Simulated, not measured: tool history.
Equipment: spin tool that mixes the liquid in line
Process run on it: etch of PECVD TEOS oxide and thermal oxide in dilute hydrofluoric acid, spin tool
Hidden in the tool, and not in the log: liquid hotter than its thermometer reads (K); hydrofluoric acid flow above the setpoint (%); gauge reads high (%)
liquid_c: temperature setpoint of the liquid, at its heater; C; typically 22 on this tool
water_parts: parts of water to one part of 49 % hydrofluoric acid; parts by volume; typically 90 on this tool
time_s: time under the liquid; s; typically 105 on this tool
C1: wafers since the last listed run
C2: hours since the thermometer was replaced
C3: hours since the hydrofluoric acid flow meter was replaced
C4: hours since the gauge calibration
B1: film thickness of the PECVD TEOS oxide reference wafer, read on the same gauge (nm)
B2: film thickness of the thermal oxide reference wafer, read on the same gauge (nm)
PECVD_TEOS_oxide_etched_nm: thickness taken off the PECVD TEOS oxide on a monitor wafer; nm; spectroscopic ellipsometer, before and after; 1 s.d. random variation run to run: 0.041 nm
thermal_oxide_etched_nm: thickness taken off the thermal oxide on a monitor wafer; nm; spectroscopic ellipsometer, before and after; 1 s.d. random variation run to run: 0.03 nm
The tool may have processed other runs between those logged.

{"run": 1, "hour": 0.0, "liquid_c": 19.5, "water_parts": 90, "time_s": 105, "C1": 0, "C2": 2616.8, "C3": 1030.1, "C4": 111.8, "B1": 59.99, "B2": 99.96, "PECVD_TEOS_oxide_etched_nm": 13.57, "thermal_oxide_etched_nm": 6.12}
{"run": 2, "hour": 6.6, "liquid_c": 19.5, "water_parts": 90, "time_s": 105, "C1": 57, "C2": 2623.4, "C3": 1036.7, "C4": 118.4, "B1": 60.01, "B2": 99.96, "PECVD_TEOS_oxide_etched_nm": 13.48, "thermal_oxide_etched_nm": 6.06}
{"run": 3, "hour": 23.1, "liquid_c": 20.5, "water_parts": 90, "time_s": 105, "C1": 144, "C2": 2639.9, "C3": 1053.2, "C4": 134.9, "B1": 59.99, "B2": 100.01, "PECVD_TEOS_oxide_etched_nm": 14.16, "thermal_oxide_etched_nm": 6.39}
{"run": 4, "hour": 33.3, "liquid_c": 22, "water_parts": 90, "time_s": 150, "C1": 89, "C2": 2650.1, "C3": 1063.4, "C4": 145.1, "B1": 60.02, "B2": 99.96, "PECVD_TEOS_oxide_etched_nm": 21.52, "thermal_oxide_etched_nm": 9.6}
{"run": 5, "hour": 43.6, "liquid_c": 22, "water_parts": 90, "time_s": 60, "C1": 90, "C2": 2660.4, "C3": 1073.7, "C4": 155.4, "B1": 60, "B2": 100, "PECVD_TEOS_oxide_etched_nm": 8.58, "thermal_oxide_etched_nm": 3.88}
{"run": 6, "hour": 76.3, "liquid_c": 22, "water_parts": 90, "time_s": 105, "C1": 287, "C2": 2693.1, "C3": 1106.4, "C4": 188.1, "B1": 59.97, "B2": 100.04, "PECVD_TEOS_oxide_etched_nm": 15.17, "thermal_oxide_etched_nm": 6.79}
{"run": 7, "hour": 88.3, "liquid_c": 22, "water_parts": 90, "time_s": 105, "C1": 105, "C2": 2705.1, "C3": 1118.4, "C4": 200.1, "B1": 59.98, "B2": 99.98, "PECVD_TEOS_oxide_etched_nm": 15.22, "thermal_oxide_etched_nm": 6.84}
{"run": 8, "hour": 102.9, "liquid_c": 22, "water_parts": 90, "time_s": 155, "C1": 128, "C2": 2719.7, "C3": 1133, "C4": 214.7, "B1": 59.97, "B2": 99.99, "PECVD_TEOS_oxide_etched_nm": 22.49, "thermal_oxide_etched_nm": 10.15}
{"run": 9, "hour": 110.7, "liquid_c": 22, "water_parts": 90, "time_s": 155, "C1": 68, "C2": 2727.5, "C3": 1140.8, "C4": 222.5, "B1": 60, "B2": 100, "PECVD_TEOS_oxide_etched_nm": 22.52, "thermal_oxide_etched_nm": 10.17}
{"run": 10, "hour": 119.1, "liquid_c": 22, "water_parts": 90, "time_s": 105, "C1": 73, "C2": 2735.9, "C3": 1149.2, "C4": 230.9, "B1": 59.98, "B2": 100, "PECVD_TEOS_oxide_etched_nm": 15.25, "thermal_oxide_etched_nm": 6.85}
{"run": 11, "hour": 134.9, "liquid_c": 18.5, "water_parts": 110, "time_s": 65, "C1": 138, "C2": 2751.7, "C3": 1165, "C4": 246.7, "B1": 60.01, "B2": 99.99, "PECVD_TEOS_oxide_etched_nm": 6.55, "thermal_oxide_etched_nm": 2.94}
{"run": 12, "hour": 143.6, "liquid_c": 25.5, "water_parts": 110, "time_s": 165, "C1": 76, "C2": 2760.4, "C3": 1173.7, "C4": 255.4, "B1": 60.01, "B2": 100.01, "PECVD_TEOS_oxide_etched_nm": 21.95, "thermal_oxide_etched_nm": 9.81}
{"run": 13, "hour": 150.2, "liquid_c": 22, "water_parts": 120, "time_s": 105, "C1": 57, "C2": 2767, "C3": 1180.3, "C4": 262, "B1": 59.99, "B2": 100.02, "PECVD_TEOS_oxide_etched_nm": 11.15, "thermal_oxide_etched_nm": 4.94}
{"run": 14, "hour": 162.1, "liquid_c": 19.5, "water_parts": 60, "time_s": 55, "C1": 104, "C2": 2778.9, "C3": 1192.2, "C4": 273.9, "B1": 59.99, "B2": 100.03, "PECVD_TEOS_oxide_etched_nm": 11.18, "thermal_oxide_etched_nm": 5.08}
{"hour": 167.9, "done": "thermometer replaced"}
{"run": 15, "hour": 177.8, "liquid_c": 22, "water_parts": 90, "time_s": 150, "C1": 129, "C2": 9.9, "C3": 1207.9, "C4": 289.6, "B1": 59.98, "B2": 100, "PECVD_TEOS_oxide_etched_nm": 19.78, "thermal_oxide_etched_nm": 8.89}
{"run": 16, "hour": 186.9, "liquid_c": 25.5, "water_parts": 110, "time_s": 165, "C1": 79, "C2": 19, "C3": 1217, "C4": 298.7, "B1": 60, "B2": 99.97, "PECVD_TEOS_oxide_etched_nm": 19.94, "thermal_oxide_etched_nm": 9.05}
{"hour": 195.5, "done": "hydrofluoric acid flow meter replaced"}
{"run": 17, "hour": 201.5, "liquid_c": 22, "water_parts": 120, "time_s": 105, "C1": 119, "C2": 33.6, "C3": 6, "C4": 313.3, "B1": 60.03, "B2": 99.97, "PECVD_TEOS_oxide_etched_nm": 9.11, "thermal_oxide_etched_nm": 4.08}
{"run": 18, "hour": 217.7, "liquid_c": 23.5, "water_parts": 105, "time_s": 45, "C1": 142, "C2": 49.8, "C3": 22.2, "C4": 329.5, "B1": 59.98, "B2": 100, "PECVD_TEOS_oxide_etched_nm": 4.82, "thermal_oxide_etched_nm": 2.15}
{"hour": 222.0, "done": "gauge calibrated"}
{"run": 19, "hour": 254.5, "liquid_c": 22, "water_parts": 90, "time_s": 85, "C1": 323, "C2": 86.6, "C3": 59, "C4": 32.5, "B1": 59.98, "B2": 99.99, "PECVD_TEOS_oxide_etched_nm": 10.2, "thermal_oxide_etched_nm": 4.59}
{"run": 20, "hour": 266.1, "liquid_c": 19, "water_parts": 115, "time_s": 135, "C1": 101, "C2": 98.2, "C3": 70.6, "C4": 44.1, "B1": 59.99, "B2": 99.99, "PECVD_TEOS_oxide_etched_nm": 10.87, "thermal_oxide_etched_nm": 4.93}
{"run": 21, "hour": 273.7, "liquid_c": 22, "water_parts": 90, "time_s": 105, "C1": 66, "C2": 105.8, "C3": 78.2, "C4": 51.7, "B1": 60.03, "B2": 100.02, "PECVD_TEOS_oxide_etched_nm": 12.59, "thermal_oxide_etched_nm": 5.68}
{"run": 22, "hour": 279.9, "liquid_c": 19, "water_parts": 105, "time_s": 130, "C1": 54, "C2": 112, "C3": 84.4, "C4": 57.9, "B1": 59.99, "B2": 100.03, "PECVD_TEOS_oxide_etched_nm": 11.66, "thermal_oxide_etched_nm": 5.3}
{"run": 23, "hour": 292.3, "liquid_c": 22, "water_parts": 90, "time_s": 105, "C1": 108, "C2": 124.4, "C3": 96.8, "C4": 70.3, "B1": 59.99, "B2": 99.98, "PECVD_TEOS_oxide_etched_nm": 12.74, "thermal_oxide_etched_nm": 5.72}
{"run": 24, "hour": 309.6, "liquid_c": 24.5, "water_parts": 130, "time_s": 105, "C1": 152, "C2": 141.7, "C3": 114.1, "C4": 87.6, "B1": 60, "B2": 100.01, "PECVD_TEOS_oxide_etched_nm": 9.28, "thermal_oxide_etched_nm": 4.17}
{"run": 25, "hour": 315.9, "liquid_c": 20, "water_parts": 130, "time_s": 80, "C1": 55, "C2": 148, "C3": 120.4, "C4": 93.9, "B1": 59.97, "B2": 100, "PECVD_TEOS_oxide_etched_nm": 5.93, "thermal_oxide_etched_nm": 2.68}
{"run": 26, "hour": 328.5, "liquid_c": 24.5, "water_parts": 105, "time_s": 80, "C1": 110, "C2": 160.6, "C3": 133, "C4": 106.5, "B1": 60.02, "B2": 99.98, "PECVD_TEOS_oxide_etched_nm": 9.02, "thermal_oxide_etched_nm": 4.08}
{"run": 27, "hour": 344.0, "liquid_c": 26.5, "water_parts": 90, "time_s": 125, "C1": 136, "C2": 176.1, "C3": 148.5, "C4": 122, "B1": 60.03, "B2": 100.01, "PECVD_TEOS_oxide_etched_nm": 18.13, "thermal_oxide_etched_nm": 8.15}

What was the tool's hidden state at every run in the log?
gauge reads high (%): 0 at every run
H1: liquid hotter than its thermometer reads (K)
H2: hydrofluoric acid flow above the setpoint (%)
run=1 H1=2.78 H2=9.05
run=2 H1=2.78 H2=9.1
run=3 H1=2.8 H2=9.25
run=4 H1=2.81 H2=9.33
run=5 H1=2.82 H2=9.42
run=6 H1=2.85 H2=9.7
run=7 H1=2.87 H2=9.8
run=8 H1=2.88 H2=9.93
run=9 H1=2.89 H2=10
run=10 H1=2.9 H2=10.1
run=11 H1=2.91 H2=10.2
run=12 H1=2.92 H2=10.3
run=13 H1=2.93 H2=10.3
run=14 H1=2.94 H2=10.4
run=15 H1=0.291 H2=10.6
run=16 H1=0.3 H2=10.6
run=17 H1=0.315 H2=1.29
run=18 H1=0.332 H2=1.43
run=19 H1=0.369 H2=1.74
run=20 H1=0.381 H2=1.84
run=21 H1=0.388 H2=1.91
run=22 H1=0.394 H2=1.96
run=23 H1=0.407 H2=2.07
run=24 H1=0.424 H2=2.21
run=25 H1=0.431 H2=2.27
run=26 H1=0.444 H2=2.38
run=27 H1=0.459 H2=2.51
